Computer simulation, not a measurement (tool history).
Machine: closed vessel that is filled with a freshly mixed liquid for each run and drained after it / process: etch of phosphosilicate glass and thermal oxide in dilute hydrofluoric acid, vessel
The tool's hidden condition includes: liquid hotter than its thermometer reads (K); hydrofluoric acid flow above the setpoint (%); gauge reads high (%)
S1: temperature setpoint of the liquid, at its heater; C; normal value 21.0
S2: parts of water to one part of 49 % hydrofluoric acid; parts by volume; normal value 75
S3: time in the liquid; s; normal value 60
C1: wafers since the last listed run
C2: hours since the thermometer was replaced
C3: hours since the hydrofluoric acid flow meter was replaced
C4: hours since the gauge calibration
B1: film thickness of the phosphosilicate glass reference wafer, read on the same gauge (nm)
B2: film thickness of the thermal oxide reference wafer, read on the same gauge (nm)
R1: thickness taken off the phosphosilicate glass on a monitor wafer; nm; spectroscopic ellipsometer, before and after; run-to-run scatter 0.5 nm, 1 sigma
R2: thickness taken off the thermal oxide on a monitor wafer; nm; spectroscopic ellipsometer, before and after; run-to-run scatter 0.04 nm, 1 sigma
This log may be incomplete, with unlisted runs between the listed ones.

run   hour    S1   S2  S3    C1      C2     C3     C4      B1       B2      R1     R2
  1    0.0  21.0   85  40     0  1144.3  369.3  168.6  140.04  150.035   54.64  2.474
  2   35.3  21.0   85  40  2280  1179.6  404.6  203.9  139.99  149.977   54.54  2.449
  3   88.6  21.0   85  40  3443  1232.9  457.9  257.2  140.00  149.981   54.60  2.468
  4  128.7  21.0   75  60  2590  1273.0  498.0  297.3  140.01  150.008   94.09  4.262
  5  198.4  21.0   75  60  4502  1342.7  567.7  367.0  139.95  149.949   94.07  4.241
  6  259.7  21.0   75  60  3960  1404.0  629.0  428.3  139.98  150.000   94.38  4.207
     284.6  -- thermometer replaced
  7  317.6  22.5   75  60  3676    33.0  686.9  486.2  140.00  150.057  105.75  4.762
  8  358.8  21.0   75  60  2661    74.2  728.1  527.4  140.00  150.003  100.96  4.512
     374.1  -- gauge calibrated
  9  386.3  21.0   75  60  1776   101.7  755.6   12.2  140.04  149.989  100.06  4.448
     440.1  -- thermometer replaced, repeated, since the last time left the tool worse
 10  448.0  23.0  105  60  3921     7.9  817.3   73.9  140.02  149.997   65.66  3.002
 11  494.9  21.0   90  40  3029    54.8  864.2  120.8  139.98  149.978   47.48  2.192
     511.1  -- hydrofluoric acid flow meter replaced
 12  522.5  17.5   75  95  1718    82.4   11.4  148.4  139.94  149.973  121.08  5.325
 13  563.0  21.0   75  60  2616   122.9   51.9  188.9  140.02  150.014   88.00  3.984
 14  615.1  21.0  115  60  3365   175.0  104.0  241.0  139.99  150.017   55.02  2.489

Run 15 has not been measured yet. What should we expect?
 15  646.3  21.0  95  60  2015  206.2  135.2  272.2   ?   ?   ?   ?

Run 15 came out at B1 139.99, B2 149.990, R1 68.29 nm, R2 3.107 nm.
The same run, on a tool lacking any hidden state, would have yielded R1 67.46 nm, R2 3.069 nm.
